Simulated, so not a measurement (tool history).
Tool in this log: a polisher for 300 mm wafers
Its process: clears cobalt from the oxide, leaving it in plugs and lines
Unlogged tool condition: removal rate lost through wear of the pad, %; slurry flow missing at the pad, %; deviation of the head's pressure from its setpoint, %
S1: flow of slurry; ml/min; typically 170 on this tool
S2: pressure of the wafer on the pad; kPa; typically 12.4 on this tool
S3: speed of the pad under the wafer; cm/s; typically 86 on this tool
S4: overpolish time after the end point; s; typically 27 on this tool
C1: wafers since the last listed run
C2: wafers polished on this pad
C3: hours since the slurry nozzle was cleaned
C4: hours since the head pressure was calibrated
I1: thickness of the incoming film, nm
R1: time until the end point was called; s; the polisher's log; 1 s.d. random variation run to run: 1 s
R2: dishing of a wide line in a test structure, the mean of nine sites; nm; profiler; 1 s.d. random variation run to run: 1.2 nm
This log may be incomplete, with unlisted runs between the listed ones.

Run 1, hour 0: usual settings but S1 125 ml/min, S2 15.9 kPa; C1 0; C2 997; C3 59.4; C4 764.3; I1 325.2. Result: R1 61.9 s, R2 59.1 nm.
At hour 19.5: worn pad replaced by a new one.
Run 2, hour 20: usual settings but S1 125 ml/min, S2 15.9 kPa; C1 85; C2 2; C3 79.4; C4 784.3; I1 329.6. Result: R1 63.6 s, R2 57.7 nm.
Run 3, hour 43.9: usual settings; C1 127; C2 130; C3 103.3; C4 808.2; I1 326.5. Result: R1 79.2 s, R2 53 nm.
Run 4, hour 76.5: usual settings; C1 173; C2 303; C3 135.9; C4 840.8; I1 331.1. Result: R1 79.9 s, R2 51.5 nm.
Run 5, hour 89.6: usual settings; C1 69; C2 373; C3 149; C4 853.9; I1 328.6. Result: R1 79.1 s, R2 52.5 nm.
Run 6, hour 103.6: usual settings; C1 74; C2 448; C3 163; C4 867.9; I1 332.4. Result: R1 80 s, R2 50.6 nm.
Run 7, hour 136.9: usual settings but S1 200 ml/min; C1 177; C2 626; C3 196.3; C4 901.2; I1 324.4. Result: R1 78.5 s, R2 53.5 nm.
Run 8, hour 152.3: usual settings but S1 200 ml/min; C1 82; C2 708; C3 211.7; C4 916.6; I1 326.9. Result: R1 77.2 s, R2 53.8 nm.
Run 9, hour 176.3: usual settings but S3 76 cm/s; C1 127; C2 836; C3 235.7; C4 940.6; I1 333.2. Result: R1 88.6 s, R2 49.5 nm.
Run 10, hour 195.7: usual settings but S3 76 cm/s; C1 103; C2 939; C3 255.1; C4 960; I1 329.6. Result: R1 87.8 s, R2 50.2 nm.
Run 11, hour 216.5: usual settings but S3 76 cm/s; C1 110; C2 1050; C3 275.9; C4 980.8; I1 326.7. Result: R1 87.8 s, R2 49.1 nm.
Run 12, hour 228.7: usual settings; C1 65; C2 1115; C3 288.1; C4 993; I1 323.9. Result: R1 78.2 s, R2 50.5 nm.
At hour 234.3: worn pad replaced by a new one.
At hour 244: slurry nozzle cleaned.
Run 13, hour 244.5: usual settings but S3 112 cm/s; C1 57; C2 49; C3 0.5; C4 1008.8; I1 332.5. Result: R1 59.2 s, R2 58.9 nm.
Run 14, hour 266: usual settings; C1 114; C2 163; C3 22; C4 1030.3; I1 331.2. Result: R1 75.8 s, R2 53.1 nm.
Run 15, hour 294.1: usual settings but S1 125 ml/min, S2 15.2 kPa, S3 100 cm/s, S4 39 s; C1 149; C2 313; C3 50.1; C4 1058.4; I1 336.1. Result: R1 57.5 s, R2 65.8 nm.
Run 16, hour 316.8: usual settings; C1 121; C2 434; C3 72.8; C4 1081.1; I1 334.1. Result: R1 75.6 s, R2 52.8 nm.
Run 17, hour 335.4: usual settings but S1 130 ml/min, S3 72 cm/s; C1 99; C2 533; C3 91.4; C4 1099.7; I1 329.9. Result: R1 89.5 s, R2 48.9 nm.
At hour 353.7: head pressure recalibrated.
Run 18, hour 354.8: usual settings but S1 145 ml/min, S2 10.3 kPa, S3 108 cm/s, S4 40 s; C1 92; C2 626; C3 110.8; C4 1.1; I1 334.2. Result: R1 87.1 s, R2 61.8 nm.
Run 19, hour 374.2: usual settings but S1 215 ml/min, S3 102 cm/s, S4 35 s; C1 103; C2 730; C3 130.2; C4 20.5; I1 332.5. Result: R1 74.2 s, R2 59.4 nm.
Run 20, hour 395.2: usual settings but S2 9 kPa, S4 18 s; C1 111; C2 842; C3 151.2; C4 41.5; I1 334.5. Result: R1 122 s, R2 32.4 nm.
At hour 417.8: worn pad replaced by a new one.
Run 21, hour 424.3: usual settings but S4 15 s; C1 133; C2 34; C3 180.3; C4 70.6; I1 329.2. Result: R1 88.4 s, R2 34.3 nm.
Run 22, hour 454.8: usual settings but S1 200 ml/min, S2 13.8 kPa, S4 33 s; C1 162; C2 197; C3 210.8; C4 101.1; I1 328.6. Result: R1 78 s, R2 55.3 nm.
Run 23, hour 481.6: usual settings; C1 142; C2 340; C3 237.6; C4 127.9; I1 331.3. Result: R1 86.8 s, R2 50.4 nm.

For each run, what was the tool's unlogged condition?
removal rate lost through wear of the pad, %: 0 in every run
H1: slurry flow missing at the pad, %
H2: deviation of the head's pressure from its setpoint, %
run     H1      H2
  1   24.7     7.9
  2   29.1     8.1
  3   33.1    8.34
  4   37.2    8.67
  5   38.4    8.81
  6   39.6    8.95
  7   41.7    9.29
  8   42.4    9.44
  9   43.3    9.69
 10   43.9    9.88
 11   44.4    10.1
 12   44.7    10.2
 13  0.544    10.4
 14   9.54    10.6
 15   18.4    10.9
 16   23.8    11.1
 17   27.3    11.3
 18   30.3  -0.768
 19   32.7  -0.571
 20   34.7  -0.358
 21   36.9  -0.063
 22   38.5   0.246
 23   39.5   0.518

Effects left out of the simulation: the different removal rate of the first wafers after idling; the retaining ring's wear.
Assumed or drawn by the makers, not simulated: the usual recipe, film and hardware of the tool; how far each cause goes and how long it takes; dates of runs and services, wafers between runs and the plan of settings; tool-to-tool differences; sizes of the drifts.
